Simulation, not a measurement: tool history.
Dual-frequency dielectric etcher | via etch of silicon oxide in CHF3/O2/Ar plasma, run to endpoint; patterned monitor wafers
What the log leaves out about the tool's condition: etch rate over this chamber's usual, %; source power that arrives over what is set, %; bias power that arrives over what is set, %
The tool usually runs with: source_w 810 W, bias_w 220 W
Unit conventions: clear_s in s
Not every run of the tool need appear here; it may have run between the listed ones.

run	hour	source_w	bias_w	wafers since the last listed run	hours since the last wet clean	hours since the last source power generator calibration	hours since the last bias power generator calibration	hours since the last upper electrode change	incoming incoming film thickness, nm	clear_s
1	0.0	810	220	0	200.8	1943.5	2133.0	4529.8	480.8	206.5
2	34.9	810	220	109	235.7	1978.4	2167.9	4564.7	483.3	206.4
3	51.1	810	220	50	251.9	1994.6	2184.1	4580.9	483.3	208.4
4	79.1	680	220	87	279.9	2022.6	2212.1	4608.9	482.2	227.7
5	91.9	680	220	40	292.7	2035.4	2224.9	4621.7	481.9	224.7
6	126.1	680	220	107	326.9	2069.6	2259.1	4655.9	478.2	226.3
7	159.5	810	220	104	360.3	2103.0	2292.5	4689.3	481.7	209.4
8	190.0	810	220	95	390.8	2133.5	2323.0	4719.8	483.1	211.6
# hour 203.7: bias power generator calibrated
9	207.5	650	220	42	408.3	2151.0	3.8	4737.3	482.4	230.1
# hour 236.8: wet clean of the chamber
10	237.3	810	220	18	0.5	2180.8	33.6	4767.1	482.7	215.8
11	246.0	810	220	27	9.2	2189.5	42.3	4775.8	476.7	213.3
12	294.8	810	255	152	58.0	2238.3	91.1	4824.6	482.9	209.2
13	315.3	810	255	64	78.5	2258.8	111.6	4845.1	482.5	207.8
14	350.7	810	255	110	113.9	2294.2	147.0	4880.5	483.2	209.2
15	375.3	810	220	77	138.5	2318.8	171.6	4905.1	485.0	219.9
16	393.4	810	220	56	156.6	2336.9	189.7	4923.2	484.1	216.2
17	408.3	810	220	46	171.5	2351.8	204.6	4938.1	485.2	221.6
18	433.2	960	261	78	196.4	2376.7	229.5	4963.0	486.3	194.1
# hour 466.3: wet clean of the chamber, repeated, since the last time left the tool worse
19	466.8	630	250	30	0.5	2410.3	263.1	4996.6	481.9	220.6
20	480.4	620	183	42	14.1	2423.9	276.7	5010.2	482.6	241.1
21	514.0	730	220	105	47.7	2457.5	310.3	5043.8	487.4	216.6
22	528.5	750	179	45	62.2	2472.0	324.8	5058.3	482.1	225.3
# hour 552.5: upper electrode replaced
23	553.0	730	239	1	86.7	2496.5	349.3	0.5	484.9	213.1
# hour 575.1: source power generator calibrated
24	576.9	950	193	62	110.6	1.8	373.2	24.4	479.5	200.5
25	597.1	810	220	63	130.8	22.0	393.4	44.6	483.0	207.2
26	617.3	810	245	63	151.0	42.2	413.6	64.8	480.3	199.8
27	641.7	810	261	76	175.4	66.6	438.0	89.2	481.7	198.7
28	662.0	900	220	63	195.7	86.9	458.3	109.5	483.2	199.7
29	686.3	940	220	76	220.0	111.2	482.6	133.8	479.5	194.6
30	700.9	910	197	45	234.6	125.8	497.2	148.4	479.6	205.3
31	722.7	990	184	68	256.4	147.6	519.0	170.2	478.4	200.1
32	756.8	620	183	106	290.5	181.7	553.1	204.3	480.1	244.0
33	782.3	810	220	79	316.0	207.2	578.6	229.8	482.1	212.8
34	863.0	630	170	253	396.7	287.9	659.3	310.5	485.8	252.8
# hour 895.0: wet clean of the chamber
35	895.5	890	259	26	0.5	320.4	691.8	343.0	477.9	186.2
36	910.8	920	235	47	15.8	335.7	707.1	358.3	484.9	192.4

Consider 3 possible next runs. They are alternatives, not a sequence: every one starts from the tool as it was left by run 36. What does each give?
A	911.3	810	193	1	16.3	336.2	707.6	358.8	487.8	?
B	911.3	670	245	1	16.3	336.2	707.6	358.8	487.8	?
C	911.3	980	260	1	16.3	336.2	707.6	358.8	487.8	?

run	clear_s
A	213.1
B	215.3
C	180.7
With the hidden condition removed and each run's random variation left untouched, the same runs would have given:
run	clear_s
A	213.1
B	215.4
C	180.7

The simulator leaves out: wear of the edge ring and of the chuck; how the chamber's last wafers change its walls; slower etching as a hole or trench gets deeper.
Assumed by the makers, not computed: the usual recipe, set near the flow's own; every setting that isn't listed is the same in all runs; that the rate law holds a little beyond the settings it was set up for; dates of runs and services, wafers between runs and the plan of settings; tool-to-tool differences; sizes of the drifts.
